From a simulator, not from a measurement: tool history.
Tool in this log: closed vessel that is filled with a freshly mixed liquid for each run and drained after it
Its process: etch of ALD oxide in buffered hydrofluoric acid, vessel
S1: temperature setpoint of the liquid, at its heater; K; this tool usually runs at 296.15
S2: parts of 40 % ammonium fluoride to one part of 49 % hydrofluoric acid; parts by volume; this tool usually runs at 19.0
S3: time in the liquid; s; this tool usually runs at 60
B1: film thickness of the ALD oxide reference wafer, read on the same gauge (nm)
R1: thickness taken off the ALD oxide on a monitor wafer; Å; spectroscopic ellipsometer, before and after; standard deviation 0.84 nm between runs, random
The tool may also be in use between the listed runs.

run,hour,S1,S2,S3,B1,R1
1,0.0,296.15,19.0,75,69.98,1051.7
2,13.9,296.15,16.0,60,70.01,987.7
3,26.0,296.15,16.0,60,70.00,985.7
4,56.3,296.15,16.0,60,69.97,970.5
5,80.7,296.15,14.0,60,70.01,1130.4
6,106.3,296.15,19.0,60,70.03,847.3
7,138.7,300.15,19.0,60,69.98,1051.6
8,153.2,296.15,17.0,60,70.00,921.8
9,179.6,296.15,19.0,60,69.99,846.7
10,208.4,296.15,19.0,60,70.01,839.2
11,253.4,293.65,19.0,60,70.02,744.3
# hour 272.9: gauge calibrated
12,277.5,292.65,19.0,60,70.02,705.0
13,313.3,296.15,19.0,60,70.01,852.7
# hour 337.7: thermometer replaced
14,391.6,296.15,19.0,60,69.96,934.1
15,412.9,296.15,19.0,60,70.00,944.3
# hour 418.3: hydrofluoric acid flow meter replaced
16,444.7,299.15,23.5,30,69.98,428.5
17,475.8,291.65,23.0,35,70.02,332.2
18,502.8,297.65,22.5,60,69.98,799.0
19,521.7,296.15,12.5,60,69.96,1298.6
20,545.3,291.65,22.5,60,70.03,567.2
21,565.7,296.15,19.0,60,69.99,850.6
22,596.2,291.65,19.0,80,70.01,894.7
23,625.7,296.15,13.5,45,69.97,925.2
24,639.9,296.15,19.0,60,69.96,868.4
25,671.8,292.15,25.0,35,70.03,324.1
26,685.6,298.15,15.5,60,70.02,1162.6
27,719.9,296.15,12.0,70,69.98,1579.1
28,745.0,298.65,21.0,95,69.96,1457.5

What will run 29 give?
29,801.6,291.65,19.0,75,?,?

{"run 29": {"B1": 70.03, "R1": 854.1}}
If the tool had no hidden condition, the same run with the same run-to-run variation would have returned R1 825.3 Å.
